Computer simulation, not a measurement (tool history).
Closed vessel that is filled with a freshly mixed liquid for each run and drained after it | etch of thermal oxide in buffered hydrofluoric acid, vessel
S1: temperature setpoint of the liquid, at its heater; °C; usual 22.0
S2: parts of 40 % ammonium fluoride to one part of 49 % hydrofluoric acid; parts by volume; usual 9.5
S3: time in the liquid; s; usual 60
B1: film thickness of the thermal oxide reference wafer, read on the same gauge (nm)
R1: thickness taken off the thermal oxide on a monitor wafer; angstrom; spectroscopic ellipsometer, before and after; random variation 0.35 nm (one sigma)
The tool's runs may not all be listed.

| run | hour | S1 | S2 | S3 | B1 | R1 |
|---|---|---|---|---|---|---|
| 1 | 0.0 | 22.0 | 9.5 | 60 | 69.99 | 702.0 |
| 2 | 85.4 | 22.0 | 9.5 | 60 | 69.98 | 711.4 |
| 3 | 338.1 | 20.5 | 9.5 | 60 | 69.99 | 662.2 |
| 4 | 422.5 | 20.5 | 9.5 | 60 | 70.02 | 658.1 |
|  | 482.7 | hydrofluoric acid flow meter replaced |
| 5 | 483.2 | 20.5 | 9.5 | 60 | 70.03 | 663.3 |
|  | 524.6 | gauge calibrated |
| 6 | 542.6 | 22.0 | 9.5 | 60 | 69.98 | 723.4 |
| 7 | 619.5 | 22.0 | 9.5 | 60 | 70.01 | 717.5 |
| 8 | 697.3 | 22.0 | 9.5 | 60 | 70.02 | 724.4 |
| 9 | 736.2 | 19.5 | 7.5 | 35 | 70.03 | 466.7 |
| 10 | 816.4 | 22.0 | 9.5 | 60 | 69.98 | 727.5 |
| 11 | 859.1 | 22.0 | 9.5 | 60 | 69.99 | 729.3 |
| 12 | 908.0 | 24.0 | 11.5 | 70 | 69.98 | 795.7 |
|  | 948.9 | thermometer replaced |
| 13 | 1002.7 | 23.5 | 9.5 | 50 | 69.98 | 629.3 |
| 14 | 1079.2 | 22.0 | 7.0 | 60 | 69.97 | 945.8 |
| 15 | 1155.5 | 19.5 | 11.5 | 45 | 69.99 | 385.9 |
| 16 | 1210.6 | 22.0 | 9.5 | 60 | 70.01 | 701.4 |

Measured less the same run without the tool's hidden state. The same run-to-run variation is in both; the gauge's scatter may not be:
The hidden state here: liquid hotter than its thermometer reads (K); hydrofluoric acid flow above the setpoint (%); gauge reads high (%).
| run | R1 |
|---|---|
| 1 | +22.1 |
| 2 | +24.7 |
| 3 | +29.2 |
| 4 | +30.7 |
| 5 | +32.4 |
| 6 | +36.5 |
| 7 | +38.0 |
| 8 | +40.3 |
| 9 | +27.1 |
| 10 | +43.5 |
| 11 | +44.8 |
| 12 | +49.5 |
| 13 | +7.9 |
| 14 | +14.5 |
| 15 | +7.1 |
| 16 | +13.8 |
